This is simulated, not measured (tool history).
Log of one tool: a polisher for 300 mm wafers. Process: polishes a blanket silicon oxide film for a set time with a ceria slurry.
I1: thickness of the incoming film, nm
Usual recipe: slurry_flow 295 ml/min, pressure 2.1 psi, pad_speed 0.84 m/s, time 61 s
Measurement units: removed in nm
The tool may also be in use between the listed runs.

{"run": 1, "hour": 0.0, "slurry_flow": 295, "pressure": 2.1, "pad_speed": 0.84, "time": 61, "I1": 1058.2, "removed": 130.8}
{"run": 2, "hour": 92.4, "slurry_flow": 295, "pressure": 2.1, "pad_speed": 0.66, "time": 61, "I1": 1077.9, "removed": 101.8}
{"run": 3, "hour": 189.3, "slurry_flow": 295, "pressure": 2.1, "pad_speed": 0.66, "time": 61, "I1": 1069.6, "removed": 96.9}
{"run": 4, "hour": 234.0, "slurry_flow": 295, "pressure": 2.1, "pad_speed": 0.84, "time": 61, "I1": 1072.3, "removed": 122.8}
{"run": 5, "hour": 273.2, "slurry_flow": 295, "pressure": 2.1, "pad_speed": 0.76, "time": 61, "I1": 1076, "removed": 107}
{"run": 6, "hour": 378.2, "slurry_flow": 295, "pressure": 2.1, "pad_speed": 0.76, "time": 61, "I1": 1068.2, "removed": 109.2}
{"run": 7, "hour": 431.0, "slurry_flow": 295, "pressure": 2.1, "pad_speed": 0.76, "time": 61, "I1": 1075.3, "removed": 107.8}
{"run": 8, "hour": 509.6, "slurry_flow": 295, "pressure": 2.1, "pad_speed": 0.84, "time": 61, "I1": 1067.1, "removed": 118.3}
{"run": 9, "hour": 572.6, "slurry_flow": 295, "pressure": 2.1, "pad_speed": 0.84, "time": 61, "I1": 1073.4, "removed": 117.2}
{"run": 10, "hour": 652.1, "slurry_flow": 295, "pressure": 2.1, "pad_speed": 0.62, "time": 61, "I1": 1052.9, "removed": 86.5}
{"run": 11, "hour": 747.4, "slurry_flow": 295, "pressure": 2.1, "pad_speed": 0.62, "time": 61, "I1": 1048.4, "removed": 85.1}
{"run": 12, "hour": 852.8, "slurry_flow": 295, "pressure": 2.1, "pad_speed": 0.72, "time": 61, "I1": 1058.2, "removed": 98.8}
{"run": 13, "hour": 898.4, "slurry_flow": 295, "pressure": 2.1, "pad_speed": 0.72, "time": 61, "I1": 1092.6, "removed": 98.7}
{"run": 14, "hour": 996.6, "slurry_flow": 295, "pressure": 2.1, "pad_speed": 0.84, "time": 61, "I1": 1064.5, "removed": 110.2}
{"run": 15, "hour": 1036.6, "slurry_flow": 295, "pressure": 2.1, "pad_speed": 0.84, "time": 61, "I1": 1053.1, "removed": 128.4}
{"run": 16, "hour": 1076.5, "slurry_flow": 295, "pressure": 2.6, "pad_speed": 0.84, "time": 61, "I1": 1084.6, "removed": 157.2}
{"run": 17, "hour": 1147.3, "slurry_flow": 235, "pressure": 2.1, "pad_speed": 0.84, "time": 61, "I1": 1056.8, "removed": 129.1}
{"run": 18, "hour": 1236.2, "slurry_flow": 295, "pressure": 1.7, "pad_speed": 0.84, "time": 61, "I1": 1064.7, "removed": 107.8}
{"run": 19, "hour": 1314.9, "slurry_flow": 295, "pressure": 2.1, "pad_speed": 0.84, "time": 61, "I1": 1076.4, "removed": 127.6}
{"run": 20, "hour": 1371.9, "slurry_flow": 255, "pressure": 2.4, "pad_speed": 0.84, "time": 61, "I1": 1064.7, "removed": 142.7}
{"run": 21, "hour": 1440.3, "slurry_flow": 295, "pressure": 2.1, "pad_speed": 0.66, "time": 61, "I1": 1059.5, "removed": 99.8}
{"run": 22, "hour": 1506.0, "slurry_flow": 295, "pressure": 1.6, "pad_speed": 0.84, "time": 61, "I1": 1056.3, "removed": 98.6}
{"run": 23, "hour": 1559.3, "slurry_flow": 370, "pressure": 2.1, "pad_speed": 1.1, "time": 73, "I1": 1066.4, "removed": 198.8}
{"run": 24, "hour": 1636.2, "slurry_flow": 295, "pressure": 2.1, "pad_speed": 1.08, "time": 61, "I1": 1086.6, "removed": 159.2}
{"run": 25, "hour": 1723.4, "slurry_flow": 295, "pressure": 2.1, "pad_speed": 0.64, "time": 61, "I1": 1081.6, "removed": 98.9}
{"run": 26, "hour": 1811.6, "slurry_flow": 295, "pressure": 2.1, "pad_speed": 1.1, "time": 61, "I1": 1069.9, "removed": 168.5}
{"run": 27, "hour": 1908.5, "slurry_flow": 295, "pressure": 2.1, "pad_speed": 0.64, "time": 42, "I1": 1084.9, "removed": 67.9}
{"run": 28, "hour": 2000.4, "slurry_flow": 295, "pressure": 2.1, "pad_speed": 0.84, "time": 74, "I1": 1058.9, "removed": 157.6}
{"run": 29, "hour": 2102.2, "slurry_flow": 295, "pressure": 1.6, "pad_speed": 0.84, "time": 49, "I1": 1071.4, "removed": 79.1}
{"run": 30, "hour": 2170.0, "slurry_flow": 295, "pressure": 2.1, "pad_speed": 0.84, "time": 61, "I1": 1062.4, "removed": 125.2}
{"run": 31, "hour": 2430.6, "slurry_flow": 295, "pressure": 2.1, "pad_speed": 0.84, "time": 61, "I1": 1058.1, "removed": 131.2}
{"run": 32, "hour": 2468.1, "slurry_flow": 295, "pressure": 2.1, "pad_speed": 0.84, "time": 61, "I1": 1083.4, "removed": 130.2}
{"run": 33, "hour": 2508.9, "slurry_flow": 200, "pressure": 2.1, "pad_speed": 0.84, "time": 61, "I1": 1055.3, "removed": 128.9}
{"run": 34, "hour": 2600.2, "slurry_flow": 295, "pressure": 2.1, "pad_speed": 0.84, "time": 61, "I1": 1091.8, "removed": 128.3}
{"run": 35, "hour": 2687.3, "slurry_flow": 295, "pressure": 2.1, "pad_speed": 0.84, "time": 61, "I1": 1086.3, "removed": 127.8}
{"run": 36, "hour": 2735.4, "slurry_flow": 295, "pressure": 2.7, "pad_speed": 0.54, "time": 81, "I1": 1077.9, "removed": 139.9}

Not shown here: 12 entries made in the log between runs. Locate each between two listed runs and compare the hidden state at the listed run before it with the hidden state at the listed run after it:
In the gap between runs 4 and 5: worn pad replaced by a new one (hour 263.5)
  removal rate lost through wear of the pad, %: 5.04 -> 8.42
  what was measured, less what the result would be without the hidden state, removed: -6.5 -> -9.9 nm
In the gap between runs 7 and 8: slurry nozzle cleaned (hour 478.5); head pressure recalibrated (hour 505)
  removal rate lost through wear of the pad, %: 8.77 -> 9.18
  what was measured, less what the result would be without the hidden state, removed: -10.3 -> -12 nm
In the gap between runs 14 and 15: worn pad replaced by a new one, repeated, since the last time left the tool worse (hour 1012.3); slurry nozzle cleaned (hour 1035.7)
  removal rate lost through wear of the pad, %: 15.2 -> 0.407
  what was measured, less what the result would be without the hidden state, removed: -19.7 -> -0.5 nm
In the gap between runs 17 and 18: head pressure recalibrated (hour 1229.3)
  removal rate lost through wear of the pad, %: 0.629 -> 1.03
  what was measured, less what the result would be without the hidden state, removed: -0.9 -> -1.2 nm
In the gap between runs 23 and 24: slurry nozzle cleaned (hour 1603.3)
  removal rate lost through wear of the pad, %: 4.18 -> 5.31
  what was measured, less what the result would be without the hidden state, removed: -8.6 -> -8.9 nm
In the gap between runs 24 and 25: worn pad replaced by a new one (hour 1661)
  removal rate lost through wear of the pad, %: 5.31 -> 0.262
  what was measured, less what the result would be without the hidden state, removed: -8.9 -> -0.2 nm
In the gap between runs 26 and 27: head pressure recalibrated (hour 1886.7)
  removal rate lost through wear of the pad, %: 0.499 -> 0.986
  what was measured, less what the result would be without the hidden state, removed: -0.9 -> -0.7 nm
In the gap between runs 30 and 31: slurry nozzle cleaned (hour 2216.7); worn pad replaced by a new one (hour 2381.4)
  removal rate lost through wear of the pad, %: 3.48 -> 0.393
  what was measured, less what the result would be without the hidden state, removed: -4.5 -> -0.5 nm
In the gap between runs 32 and 33: head pressure recalibrated (hour 2495.9)
  removal rate lost through wear of the pad, %: 0.458 -> 0.568
  what was measured, less what the result would be without the hidden state, removed: -0.6 -> -0.8 nm

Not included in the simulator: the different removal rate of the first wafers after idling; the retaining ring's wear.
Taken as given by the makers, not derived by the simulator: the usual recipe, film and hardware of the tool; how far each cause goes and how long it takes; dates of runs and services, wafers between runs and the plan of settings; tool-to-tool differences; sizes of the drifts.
